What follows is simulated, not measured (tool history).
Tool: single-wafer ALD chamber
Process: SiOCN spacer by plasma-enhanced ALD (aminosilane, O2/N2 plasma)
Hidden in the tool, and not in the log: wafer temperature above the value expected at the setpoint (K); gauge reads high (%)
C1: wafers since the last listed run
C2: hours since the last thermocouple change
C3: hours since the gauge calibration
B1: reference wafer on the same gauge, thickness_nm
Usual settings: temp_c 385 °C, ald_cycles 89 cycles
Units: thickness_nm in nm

Run 1, hour 0.0: usual settings but temp_c 373 °C; C1 0; C2 835.1; C3 230.3; B1 5.733. Result: thickness_nm 5.034 nm.
Run 2, hour 32.1: usual settings but temp_c 373 °C; C1 111; C2 867.2; C3 262.4; B1 5.744. Result: thickness_nm 5.033 nm.
Run 3, hour 53.2: usual settings but temp_c 394 °C; C1 73; C2 888.3; C3 283.5; B1 5.753. Result: thickness_nm 5.032 nm.
Run 4, hour 67.8: usual settings but temp_c 394 °C; C1 50; C2 902.9; C3 298.1; B1 5.757. Result: thickness_nm 5.031 nm.
Run 5, hour 100.9: usual settings but temp_c 394 °C; C1 115; C2 936.0; C3 331.2; B1 5.763. Result: thickness_nm 5.057 nm.
Run 6, hour 135.8: usual settings but ald_cycles 76 cycles; C1 121; C2 970.9; C3 366.1; B1 5.778. Result: thickness_nm 4.327 nm.
Run 7, hour 150.2: usual settings but ald_cycles 76 cycles; C1 50; C2 985.3; C3 380.5; B1 5.787. Result: thickness_nm 4.342 nm.
Run 8, hour 166.7: usual settings but temp_c 393 °C, ald_cycles 102 cycles; C1 57; C2 1001.8; C3 397.0; B1 5.788. Result: thickness_nm 5.824 nm.
At hour 181.2: gauge calibrated.
Run 9, hour 193.2: usual settings but temp_c 396 °C, ald_cycles 103 cycles; C1 92; C2 1028.3; C3 12.0; B1 5.730. Result: thickness_nm 5.799 nm.
At hour 226.4: thermocouple changed; heater temperature recalibrated.
Run 10, hour 226.9: usual settings; C1 89; C2 0.5; C3 45.7; B1 5.727. Result: thickness_nm 5.022 nm.
Run 11, hour 255.3: usual settings but temp_c 392 °C, ald_cycles 98 cycles; C1 98; C2 28.9; C3 74.1; B1 5.730. Result: thickness_nm 5.546 nm.
Run 12, hour 286.4: usual settings; C1 108; C2 60.0; C3 105.2; B1 5.732. Result: thickness_nm 5.018 nm.
Run 13, hour 300.4: usual settings but temp_c 377 °C, ald_cycles 79 cycles; C1 48; C2 74.0; C3 119.2; B1 5.740. Result: thickness_nm 4.486 nm.
Run 14, hour 323.3: usual settings but temp_c 376 °C, ald_cycles 80 cycles; C1 79; C2 96.9; C3 142.1; B1 5.732. Result: thickness_nm 4.553 nm.

The next listed run, before its measurement:
Run 15, hour 346.3: usual settings but temp_c 376 °C, ald_cycles 107 cycles; C1 80; C2 119.9; C3 165.1; B1 ?. Result: thickness_nm ?.

B1: 5.743
thickness_nm: 6.044 nm
Without the tool's hidden state the same run would have given thickness_nm 6.023 nm.
